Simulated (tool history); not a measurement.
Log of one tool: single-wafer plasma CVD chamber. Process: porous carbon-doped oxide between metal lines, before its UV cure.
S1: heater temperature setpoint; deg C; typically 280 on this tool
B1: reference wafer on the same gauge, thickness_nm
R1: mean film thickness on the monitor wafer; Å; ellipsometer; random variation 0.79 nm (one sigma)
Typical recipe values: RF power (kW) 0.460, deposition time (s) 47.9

Run 1, day 0.000: usual settings but RF power (kW) 0.520, deposition time (s) 40.2; B1 254.902. Result: R1 2274.10 Å.
Run 2, day 0.575: usual settings but RF power (kW) 0.520, deposition time (s) 40.2; B1 255.183. Result: R1 2281.46 Å.
Run 3, day 0.829: usual settings but RF power (kW) 0.520, deposition time (s) 40.2; B1 254.971. Result: R1 2270.31 Å.
Run 4, day 1.383: usual settings; B1 254.906. Result: R1 2466.21 Å.
Run 5, day 1.929: usual settings; B1 254.979. Result: R1 2462.06 Å.
Run 6, day 2.279: usual settings but RF power (kW) 0.515; B1 255.086. Result: R1 2674.71 Å.
Run 7, day 2.592: usual settings but RF power (kW) 0.515; B1 255.031. Result: R1 2667.78 Å.
Run 8, day 3.333: usual settings; B1 254.817. Result: R1 2477.33 Å.
At day 3.658: gauge calibrated.
Run 9, day 3.662: usual settings; B1 254.934. Result: R1 2463.79 Å.
Run 10, day 4.392: usual settings; B1 254.973. Result: R1 2470.76 Å.
Run 11, day 5.038: usual settings; B1 255.176. Result: R1 2464.24 Å.
Run 12, day 5.371: usual settings; B1 254.846. Result: R1 2470.11 Å.
Run 13, day 5.642: usual settings but RF power (kW) 0.500; B1 254.963. Result: R1 2618.56 Å.
Run 14, day 5.946: usual settings but deposition time (s) 42.9; B1 255.045. Result: R1 2218.51 Å.
Run 15, day 6.333: usual settings but S1 272 deg C, RF power (kW) 0.410, deposition time (s) 42.4; B1 255.020. Result: R1 2117.84 Å.
At day 7.238: RF generator calibrated.
Run 16, day 7.258: usual settings but S1 286 deg C, RF power (kW) 0.525, deposition time (s) 55.8; B1 254.942. Result: R1 3175.19 Å.
Run 17, day 7.375: usual settings but RF power (kW) 0.410; B1 255.241. Result: R1 2407.57 Å.
Run 18, day 7.946: usual settings; B1 255.309. Result: R1 2608.19 Å.
Run 19, day 8.625: usual settings but S1 275 deg C, RF power (kW) 0.490, deposition time (s) 42.7; B1 254.888. Result: R1 2501.11 Å.

Run 20 comes next. What will it give?
Run 20, day 9.262: usual settings but RF power (kW) 0.520, deposition time (s) 40.2; B1 ?. Result: R1 ?.

Run 20 measured B1 254.980, R1 2379.12 Å.
If the tool had no hidden condition, the same run with the same run-to-run variation would have returned R1 2392.47 Å.
